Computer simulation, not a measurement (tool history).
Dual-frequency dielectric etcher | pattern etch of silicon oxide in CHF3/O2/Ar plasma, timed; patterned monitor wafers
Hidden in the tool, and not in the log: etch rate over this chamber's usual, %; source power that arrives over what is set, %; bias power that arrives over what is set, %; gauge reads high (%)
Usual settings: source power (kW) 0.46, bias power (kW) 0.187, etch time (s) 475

| run | hour | source power (kW) | bias power (kW) | etch time (s) | wafers since the last listed run | hours since the last wet clean | hours since the last source power generator calibration | hours since the last bias power generator calibration | hours since the last upper electrode change | hours since the gauge calibration | read-back reference wafer on the same gauge, depth_nm | mean etch depth across the wafer (nm) |
|---|---|---|---|---|---|---|---|---|---|---|---|---|
| 1 | 0 | 0.46 | 0.187 | 475 | 0 | 154.2 | 1647.1 | 1066.1 | 4174.9 | 45.9 | 874.1 | 891.2 |
| 2 | 85.9 | 0.46 | 0.157 | 475 | 339 | 240.1 | 1733 | 1152 | 4260.8 | 131.8 | 881 | 851.5 |
| 3 | 156.4 | 0.46 | 0.187 | 475 | 278 | 310.6 | 1803.5 | 1222.5 | 4331.3 | 202.3 | 883.6 | 902 |
|  | 253.2 | wet clean of the chamber |
| 4 | 253.7 | 0.46 | 0.187 | 475 | 289 | 0.5 | 1900.8 | 1319.8 | 4428.6 | 299.6 | 886.8 | 909.9 |
| 5 | 283.6 | 0.46 | 0.187 | 475 | 118 | 30.4 | 1930.7 | 1349.7 | 4458.5 | 329.5 | 888.8 | 904.2 |
|  | 338.6 | source power generator calibrated |
|  | 363.7 | upper electrode replaced |
| 6 | 364.2 | 0.46 | 0.187 | 475 | 208 | 111 | 25.6 | 1430.3 | 0.5 | 410.1 | 887.8 | 904.8 |
| 7 | 416.1 | 0.46 | 0.187 | 475 | 205 | 162.9 | 77.5 | 1482.2 | 52.4 | 462 | 889.2 | 898.4 |
| 8 | 503.8 | 0.46 | 0.187 | 475 | 346 | 250.6 | 165.2 | 1569.9 | 140.1 | 549.7 | 890.4 | 904.5 |
|  | 514.7 | gauge calibrated |
| 9 | 586 | 0.57 | 0.208 | 414 | 325 | 332.8 | 247.4 | 1652.1 | 222.3 | 71.3 | 885 | 884.3 |
|  | 628.1 | wet clean of the chamber |
| 10 | 658.8 | 0.46 | 0.142 | 475 | 192 | 30.7 | 320.2 | 1724.9 | 295.1 | 144.1 | 888.6 | 837.6 |
|  | 719.8 | bias power generator calibrated |
| 11 | 741.8 | 0.46 | 0.187 | 475 | 312 | 113.7 | 403.2 | 22 | 378.1 | 227.1 | 893.6 | 912.2 |
| 12 | 793.2 | 0.46 | 0.187 | 475 | 203 | 165.1 | 454.6 | 73.4 | 429.5 | 278.5 | 894.5 | 908.5 |
| 13 | 834.6 | 0.53 | 0.21 | 360 | 163 | 206.5 | 496 | 114.8 | 470.9 | 319.9 | 895.3 | 753.6 |
| 14 | 888 | 0.52 | 0.187 | 475 | 211 | 259.9 | 549.4 | 168.2 | 524.3 | 373.3 | 895.7 | 949.1 |
| 15 | 944.5 | 0.35 | 0.221 | 428 | 223 | 316.4 | 605.9 | 224.7 | 580.8 | 429.8 | 896.3 | 780.2 |
| 16 | 981.6 | 0.46 | 0.187 | 475 | 146 | 353.5 | 643 | 261.8 | 617.9 | 466.9 | 896 | 910 |
| 17 | 1045 | 0.55 | 0.187 | 400 | 250 | 416.9 | 706.4 | 325.2 | 681.3 | 530.3 | 897.4 | 826.1 |

Measured less the same run without the tool's hidden state. The same run-to-run variation is in both; the gauge's scatter may not be:
| run | mean etch depth across the wafer (nm) |
|---|---|
| 1 | -0.4 |
| 2 | +5.2 |
| 3 | +8.6 |
| 4 | +11.3 |
| 5 | +11.8 |
| 6 | +12.9 |
| 7 | +13.3 |
| 8 | +14 |
| 9 | +9.5 |
| 10 | +13.1 |
| 11 | +17.5 |
| 12 | +18.8 |
| 13 | +16.3 |
| 14 | +21.4 |
| 15 | +18.1 |
| 16 | +21.4 |
| 17 | +19.9 |
